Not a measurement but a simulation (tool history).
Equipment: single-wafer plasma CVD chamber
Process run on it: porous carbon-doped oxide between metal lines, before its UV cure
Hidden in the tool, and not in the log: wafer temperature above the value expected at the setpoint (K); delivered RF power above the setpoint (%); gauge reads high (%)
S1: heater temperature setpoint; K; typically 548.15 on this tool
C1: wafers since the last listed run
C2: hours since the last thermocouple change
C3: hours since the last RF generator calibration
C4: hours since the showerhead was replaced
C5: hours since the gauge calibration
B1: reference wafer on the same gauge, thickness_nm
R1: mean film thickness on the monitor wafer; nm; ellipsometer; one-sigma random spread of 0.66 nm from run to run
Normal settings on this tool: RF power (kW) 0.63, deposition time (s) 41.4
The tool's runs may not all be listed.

Run 1, hour 0: usual settings but deposition time (s) 35.3; C1 0; C2 1478.1; C3 2139.2; C4 6083.9; C5 203.4; B1 277.141. Result: R1 229.194 nm.
Run 2, hour 9.2: usual settings; C1 118; C2 1487.3; C3 2148.4; C4 6093.1; C5 212.6; B1 277.152. Result: R1 267.436 nm.
Run 3, hour 18: usual settings; C1 113; C2 1496.1; C3 2157.2; C4 6101.9; C5 221.4; B1 277.138. Result: R1 266.909 nm.
Run 4, hour 31.8: usual settings; C1 177; C2 1509.9; C3 2171; C4 6115.7; C5 235.2; B1 276.944. Result: R1 267.663 nm.
Run 5, hour 40.8: usual settings but S1 555.15 K, deposition time (s) 44.6; C1 115; C2 1518.9; C3 2180; C4 6124.7; C5 244.2; B1 276.974. Result: R1 274.804 nm.
Run 6, hour 53: usual settings but RF power (kW) 0.565, deposition time (s) 43.4; C1 156; C2 1531.1; C3 2192.2; C4 6136.9; C5 256.4; B1 277.02. Result: R1 258.572 nm.
Run 7, hour 66.5: usual settings; C1 173; C2 1544.6; C3 2205.7; C4 6150.4; C5 269.9; B1 276.924. Result: R1 267.159 nm.
Run 8, hour 84.3: usual settings; C1 229; C2 1562.4; C3 2223.5; C4 6168.2; C5 287.7; B1 277.074. Result: R1 266.245 nm.
Run 9, hour 96.5: usual settings but deposition time (s) 39.6; C1 156; C2 1574.6; C3 2235.7; C4 6180.4; C5 299.9; B1 276.978. Result: R1 255.063 nm.
At hour 108.9: RF generator calibrated.
Run 10, hour 111.8: usual settings but deposition time (s) 39.6; C1 93; C2 1589.9; C3 2.9; C4 6195.7; C5 315.2; B1 277.145. Result: R1 267.725 nm.
Run 11, hour 118.2: usual settings; C1 82; C2 1596.3; C3 9.3; C4 6202.1; C5 321.6; B1 277.051. Result: R1 278.641 nm.
Run 12, hour 132.4: usual settings; C1 182; C2 1610.5; C3 23.5; C4 6216.3; C5 335.8; B1 277.093. Result: R1 279.4 nm.
At hour 147.8: gauge calibrated.
Run 13, hour 147.9: usual settings; C1 199; C2 1626; C3 39; C4 6231.8; C5 0.1; B1 277.025. Result: R1 279.063 nm.
Run 14, hour 162.8: usual settings but S1 543.15 K; C1 191; C2 1640.9; C3 53.9; C4 6246.7; C5 15; B1 276.986. Result: R1 287.919 nm.
Run 15, hour 180.4: usual settings but S1 543.15 K; C1 226; C2 1658.5; C3 71.5; C4 6264.3; C5 32.6; B1 276.99. Result: R1 286.348 nm.
Run 16, hour 191.1: usual settings; C1 137; C2 1669.2; C3 82.2; C4 6275; C5 43.3; B1 276.946. Result: R1 279.107 nm.
Run 17, hour 204.3: usual settings; C1 169; C2 1682.4; C3 95.4; C4 6288.2; C5 56.5; B1 276.952. Result: R1 278.537 nm.
At hour 220.5: showerhead replaced.
Run 18, hour 222: usual settings but RF power (kW) 0.53, deposition time (s) 36.6; C1 124; C2 1700.1; C3 113.1; C4 1.5; C5 74.2; B1 277.149. Result: R1 219.367 nm.
Run 19, hour 235.9: usual settings but RF power (kW) 0.665, deposition time (s) 44.6; C1 178; C2 1714; C3 127; C4 15.4; C5 88.1; B1 277.063. Result: R1 311.033 nm.
Run 20, hour 250: usual settings; C1 181; C2 1728.1; C3 141.1; C4 29.5; C5 102.2; B1 277.106. Result: R1 279.035 nm.
At hour 263.1: thermocouple changed; heater temperature recalibrated.
Run 21, hour 266.8: usual settings but S1 555.15 K, RF power (kW) 0.72; C1 113; C2 3.7; C3 157.9; C4 46.3; C5 119; B1 276.927. Result: R1 294.552 nm.
Run 22, hour 281.8: usual settings; C1 193; C2 18.7; C3 172.9; C4 61.3; C5 134; B1 277.073. Result: R1 279.079 nm.
Run 23, hour 294.8: usual settings but S1 561.15 K, RF power (kW) 0.535, deposition time (s) 34.1; C1 167; C2 31.7; C3 185.9; C4 74.3; C5 147; B1 276.77. Result: R1 191.36 nm.
Run 24, hour 306.9: usual settings; C1 155; C2 43.8; C3 198; C4 86.4; C5 159.1; B1 277.019. Result: R1 278.64 nm.
Run 25, hour 324: usual settings; C1 220; C2 60.9; C3 215.1; C4 103.5; C5 176.2; B1 276.977. Result: R1 279.019 nm.
Run 26, hour 338.4: usual settings but S1 557.15 K, RF power (kW) 0.52, deposition time (s) 47.9; C1 185; C2 75.3; C3 229.5; C4 117.9; C5 190.6; B1 276.989. Result: R1 265.606 nm.
Run 27, hour 353.5: usual settings but S1 556.15 K, RF power (kW) 0.69; C1 194; C2 90.4; C3 244.6; C4 133; C5 205.7; B1 277.048. Result: R1 284.812 nm.
Run 28, hour 363: usual settings but S1 552.15 K, RF power (kW) 0.74; C1 122; C2 99.9; C3 254.1; C4 142.5; C5 215.2; B1 276.943. Result: R1 305.177 nm.
Run 29, hour 376.2: usual settings; C1 169; C2 113.1; C3 267.3; C4 155.7; C5 228.4; B1 277.079. Result: R1 279.283 nm.
Run 30, hour 388.4: usual settings but S1 553.15 K, deposition time (s) 36.3; C1 156; C2 125.3; C3 279.5; C4 167.9; C5 240.6; B1 277.176. Result: R1 239.074 nm.
Run 31, hour 398.2: usual settings but S1 561.15 K, RF power (kW) 0.54; C1 126; C2 135.1; C3 289.3; C4 177.7; C5 250.4; B1 276.923. Result: R1 232.232 nm.
Run 32, hour 409: usual settings but S1 559.15 K; C1 138; C2 145.9; C3 300.1; C4 188.5; C5 261.2; B1 276.889. Result: R1 262.215 nm.
Run 33, hour 423.2: usual settings but RF power (kW) 0.745; C1 182; C2 160.1; C3 314.3; C4 202.7; C5 275.4; B1 276.865. Result: R1 314.749 nm.

Below are 5 alternative next runs, each starting from the tool's condition after run 33. Predict each:
Run A, hour 423.6: usual settings but deposition time (s) 35; C1 5; C2 160.5; C3 314.7; C4 203.1; C5 275.8; B1 ?. Result: R1 ?.
Run B, hour 423.6: usual settings but RF power (kW) 0.735; C1 5; C2 160.5; C3 314.7; C4 203.1; C5 275.8; B1 ?. Result: R1 ?.
Run C, hour 423.6: usual settings but RF power (kW) 0.53, deposition time (s) 45.3; C1 5; C2 160.5; C3 314.7; C4 203.1; C5 275.8; B1 ?. Result: R1 ?.
Run D, hour 423.6: usual settings but S1 537.15 K, RF power (kW) 0.51, deposition time (s) 45.3; C1 5; C2 160.5; C3 314.7; C4 203.1; C5 275.8; B1 ?. Result: R1 ?.
Run E, hour 423.6: usual settings but RF power (kW) 0.515, deposition time (s) 35.7; C1 5; C2 160.5; C3 314.7; C4 203.1; C5 275.8; B1 ?. Result: R1 ?.

run       B1       R1
  A  276.908  237.003
  B  276.908  310.726
  C  276.908  269.192
  D  276.908  278.931
  E  276.908  208.927
The same runs, with their run-to-run variation unchanged, on a tool lacking any hidden condition would have given:
run       R1
  A  239.568
  B  314.036
  C  272.166
  D  282.061
  E  211.248
